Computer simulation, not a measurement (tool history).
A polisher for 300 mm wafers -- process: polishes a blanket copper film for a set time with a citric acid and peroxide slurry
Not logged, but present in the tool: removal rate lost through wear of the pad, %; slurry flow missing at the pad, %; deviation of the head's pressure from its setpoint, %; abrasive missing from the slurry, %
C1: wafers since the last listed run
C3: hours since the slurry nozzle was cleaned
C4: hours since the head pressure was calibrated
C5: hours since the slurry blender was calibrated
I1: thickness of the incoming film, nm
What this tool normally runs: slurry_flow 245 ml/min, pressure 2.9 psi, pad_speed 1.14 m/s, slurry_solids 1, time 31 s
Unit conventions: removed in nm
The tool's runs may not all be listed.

Run 1, hour 0: usual settings; C1 0; wafers polished on this pad 1159; C3 194.7; C4 20.6; C5 164; I1 719. Result: removed 83 nm.
Run 2, hour 31.3: usual settings; C1 318; wafers polished on this pad 1477; C3 226; C4 51.9; C5 195.3; I1 730.9. Result: removed 81 nm.
Run 3, hour 84.6: usual settings; C1 542; wafers polished on this pad 2020; C3 279.3; C4 105.2; C5 248.6; I1 722.9. Result: removed 82 nm.
At hour 104.9: slurry blender recalibrated.
Run 4, hour 110.8: usual settings but time 25 s; C1 246; wafers polished on this pad 2266; C3 305.5; C4 131.4; C5 5.9; I1 716.3. Result: removed 66 nm.
Run 5, hour 159.2: usual settings but time 25 s; C1 492; wafers polished on this pad 2758; C3 353.9; C4 179.8; C5 54.3; I1 713.5. Result: removed 65.5 nm.
Run 6, hour 192.5: usual settings but pressure 2.6 psi; C1 338; wafers polished on this pad 3097; C3 387.2; C4 213.1; C5 87.6; I1 714.3. Result: removed 72.2 nm.
At hour 201.2: worn pad replaced by a new one.
Run 7, hour 253.9: usual settings but pad_speed 1.3 m/s; C1 583; wafers polished on this pad 535; C3 448.6; C4 274.5; C5 149; I1 718.5. Result: removed 90.5 nm.
Run 8, hour 287.7: usual settings but pad_speed 1.3 m/s; C1 343; wafers polished on this pad 879; C3 482.4; C4 308.3; C5 182.8; I1 721.2. Result: removed 90 nm.
Run 9, hour 354.9: usual settings; C1 683; wafers polished on this pad 1563; C3 549.6; C4 375.5; C5 250; I1 717.4. Result: removed 79.5 nm.
At hour 360: slurry nozzle cleaned.
At hour 387: slurry blender recalibrated.
Run 10, hour 402: usual settings; C1 448; wafers polished on this pad 2012; C3 42; C4 422.6; C5 15; I1 715.1. Result: removed 78.8 nm.
At hour 453.4: worn pad replaced by a new one.
Run 11, hour 465.2: usual settings; C1 602; wafers polished on this pad 120; C3 105.2; C4 485.8; C5 78.2; I1 732.3. Result: removed 79.6 nm.
Run 12, hour 515.9: usual settings; C1 515; wafers polished on this pad 636; C3 155.9; C4 536.5; C5 128.9; I1 716.8. Result: removed 78.8 nm.
Run 13, hour 682.1: usual settings; C1 1690; wafers polished on this pad 2326; C3 322.1; C4 702.7; C5 295.1; I1 726.4. Result: removed 76.7 nm.
At hour 686.9: slurry blender recalibrated.
Run 14, hour 732.8: usual settings; C1 495; wafers polished on this pad 2822; C3 372.8; C4 753.4; C5 45.9; I1 707.5. Result: removed 76.6 nm.
Run 15, hour 772.4: usual settings but pressure 3.8 psi; C1 402; wafers polished on this pad 3225; C3 412.4; C4 793; C5 85.5; I1 719.9. Result: removed 99 nm.
At hour 777: worn pad replaced by a new one.
At hour 796.8: head pressure recalibrated.
Run 16, hour 833.1: usual settings but pressure 2.2 psi; C1 556; wafers polished on this pad 550; C3 473.1; C4 36.3; C5 146.2; I1 720.7. Result: removed 69.6 nm.
Run 17, hour 877: usual settings but slurry_flow 165 ml/min, pressure 2.5 psi; C1 446; wafers polished on this pad 996; C3 517; C4 80.2; C5 190.1; I1 729.5. Result: removed 76.5 nm.
Run 18, hour 908.8: usual settings but pressure 3.4 psi; C1 323; wafers polished on this pad 1320; C3 548.8; C4 112; C5 221.9; I1 718.1. Result: removed 105.1 nm.
At hour 934.2: slurry blender recalibrated.
Run 19, hour 977.3: usual settings; C1 676; wafers polished on this pad 1997; C3 617.3; C4 180.5; C5 43.1; I1 721.6. Result: removed 90.6 nm.
At hour 990: slurry nozzle cleaned.
Run 20, hour 1006.9: usual settings but pressure 3.7 psi, pad_speed 1.26 m/s; C1 290; wafers polished on this pad 2287; C3 16.9; C4 210.1; C5 72.7; I1 719.6. Result: removed 125.9 nm.
Run 21, hour 1031.6: usual settings; C1 251; wafers polished on this pad 2539; C3 41.6; C4 234.8; C5 97.4; I1 721.8. Result: removed 88.5 nm.
At hour 1034.3: head pressure recalibrated, repeated, since the last time left the tool worse.
Run 22, hour 1068.9: usual settings; C1 359; wafers polished on this pad 2898; C3 78.9; C4 34.6; C5 134.7; I1 728. Result: removed 80.5 nm.
At hour 1100.8: worn pad replaced by a new one.
Run 23, hour 1101.3: usual settings; C1 288; wafers polished on this pad 5; C3 111.3; C4 67; C5 167.1; I1 708.7. Result: removed 80.7 nm.
Run 24, hour 1141.5: usual settings; C1 408; wafers polished on this pad 414; C3 151.5; C4 107.2; C5 207.3; I1 728.6. Result: removed 80.1 nm.
At hour 1258.2: slurry blender recalibrated.
Run 25, hour 1313: usual settings but slurry_flow 280 ml/min; C1 1724; wafers polished on this pad 2138; C3 323; C4 278.7; C5 54.8; I1 719.5. Result: removed 79.6 nm.
Run 26, hour 1350.5: usual settings; C1 381; wafers polished on this pad 2520; C3 360.5; C4 316.2; C5 92.3; I1 708.4. Result: removed 78.6 nm.
At hour 1385.7: worn pad replaced by a new one.
Run 27, hour 1397: usual settings but pressure 3.9 psi, pad_speed 0.86 m/s, time 39 s; C1 432; wafers polished on this pad 114; C3 407; C4 362.7; C5 138.8; I1 710.6. Result: removed 100.1 nm.
Run 28, hour 1437.9: usual settings but slurry_flow 320 ml/min, pad_speed 1.26 m/s; C1 416; wafers polished on this pad 530; C3 447.9; C4 403.6; C5 179.7; I1 720. Result: removed 87.9 nm.

Below are 3 alternative next runs, each starting from the tool's condition after run 28. Predict each:
Run A, hour 1438.3: usual settings; C1 4; wafers polished on this pad 534; C3 448.3; C4 404; C5 180.1; I1 716.5. Result: removed ?.
Run B, hour 1438.3: usual settings but pressure 3.7 psi; C1 4; wafers polished on this pad 534; C3 448.3; C4 404; C5 180.1; I1 716.5. Result: removed ?.
Run C, hour 1438.3: usual settings but pad_speed 1.42 m/s, time 26 s; C1 4; wafers polished on this pad 534; C3 448.3; C4 404; C5 180.1; I1 716.5. Result: removed ?.

run  removed
  A     78.1
  B     99.2
  C     81.3
Stripped of hidden state, with their random variation kept, the same runs would have yielded:
run  removed
  A     81.6
  B    103.6
  C     84.9

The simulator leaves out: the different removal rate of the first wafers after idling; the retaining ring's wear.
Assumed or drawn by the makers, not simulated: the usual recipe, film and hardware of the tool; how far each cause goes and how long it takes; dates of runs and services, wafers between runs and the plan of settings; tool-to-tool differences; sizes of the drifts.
